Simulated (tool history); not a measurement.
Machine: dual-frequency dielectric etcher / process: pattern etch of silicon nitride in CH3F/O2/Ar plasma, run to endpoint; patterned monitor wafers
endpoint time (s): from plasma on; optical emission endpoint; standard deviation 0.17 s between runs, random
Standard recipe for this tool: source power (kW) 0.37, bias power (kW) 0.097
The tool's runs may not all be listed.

run	hour	source power (kW)	bias power (kW)	wafers since the last listed run	hours since the last wet clean	hours since the last source power generator calibration	hours since the last bias power generator calibration	hours since the last upper electrode change	incoming incoming film thickness, nm	endpoint time (s)
1	0	0.37	0.097	0	246	4994.2	3192.1	2836.8	35.29	47.8
2	12.6	0.37	0.097	124	258.6	5006.8	3204.7	2849.4	34.88	47.2
3	26.5	0.37	0.097	137	272.5	5020.7	3218.6	2863.3	35.05	47.6
4	35.7	0.37	0.097	91	281.7	5029.9	3227.8	2872.5	35.17	47.8
5	43.6	0.37	0.097	78	289.6	5037.8	3235.7	2880.4	34.99	47.5
6	61	0.37	0.097	172	307	5055.2	3253.1	2897.8	34.82	47.3
# hour 95.2: wet clean of the chamber
7	95.7	0.43	0.113	105	0.5	5089.9	3287.8	2932.5	34.8	42.2
8	96	0.43	0.113	2	0.8	5090.2	3288.1	2932.8	34.78	42
# hour 120.5: upper electrode replaced
9	121	0.43	0.113	9	25.8	5115.2	3313.1	0.5	35.28	43.1
10	121.3	0.31	0.086	2	26.1	5115.5	3313.4	0.8	34.93	53.4
11	123.1	0.31	0.086	17	27.9	5117.3	3315.2	2.6	35.27	54
12	130.4	0.37	0.097	72	35.2	5124.6	3322.5	9.9	35.31	48.2
13	143.9	0.32	0.097	133	48.7	5138.1	3336	23.4	35.19	51.3
# hour 155.9: bias power generator calibrated
14	156.4	0.32	0.086	84	61.2	5150.6	0.5	35.9	34.97	52.6
15	165.4	0.43	0.114	89	70.2	5159.6	9.5	44.9	34.96	42.4
# hour 172.4: source power generator calibrated
16	179.4	0.3	0.106	98	84.2	7	23.5	58.9	34.9	51.4
17	185.8	0.37	0.119	63	90.6	13.4	29.9	65.3	34.76	44.8
18	214.1	0.44	0.083	279	118.9	41.7	58.2	93.6	34.67	45.3
19	229.1	0.37	0.119	148	133.9	56.7	73.2	108.6	35.2	45.2
20	242.9	0.31	0.086	136	147.7	70.5	87	122.4	34.92	53.3
21	255.6	0.37	0.097	125	160.4	83.2	99.7	135.1	34.64	47.1
22	266.4	0.4	0.097	106	171.2	94	110.5	145.9	35.32	46.4
23	280.8	0.41	0.097	142	185.6	108.4	124.9	160.3	35.17	45.5

Each row is a separate what-if for the run after 23, all from the same tool condition, not one after another. Results?
A	281.2	0.43	0.097	3	186	108.8	125.3	160.7	34.97	?
B	281.2	0.44	0.12	3	186	108.8	125.3	160.7	34.97	?
C	281.2	0.46	0.073	3	186	108.8	125.3	160.7	34.97	?
D	281.2	0.31	0.097	3	186	108.8	125.3	160.7	34.97	?

run	endpoint time (s)
A	44.2
B	41.3
C	46
D	51.7
With no hidden state in the tool, these same runs would have given:
run	endpoint time (s)
A	44.2
B	41.3
C	46
D	51.7

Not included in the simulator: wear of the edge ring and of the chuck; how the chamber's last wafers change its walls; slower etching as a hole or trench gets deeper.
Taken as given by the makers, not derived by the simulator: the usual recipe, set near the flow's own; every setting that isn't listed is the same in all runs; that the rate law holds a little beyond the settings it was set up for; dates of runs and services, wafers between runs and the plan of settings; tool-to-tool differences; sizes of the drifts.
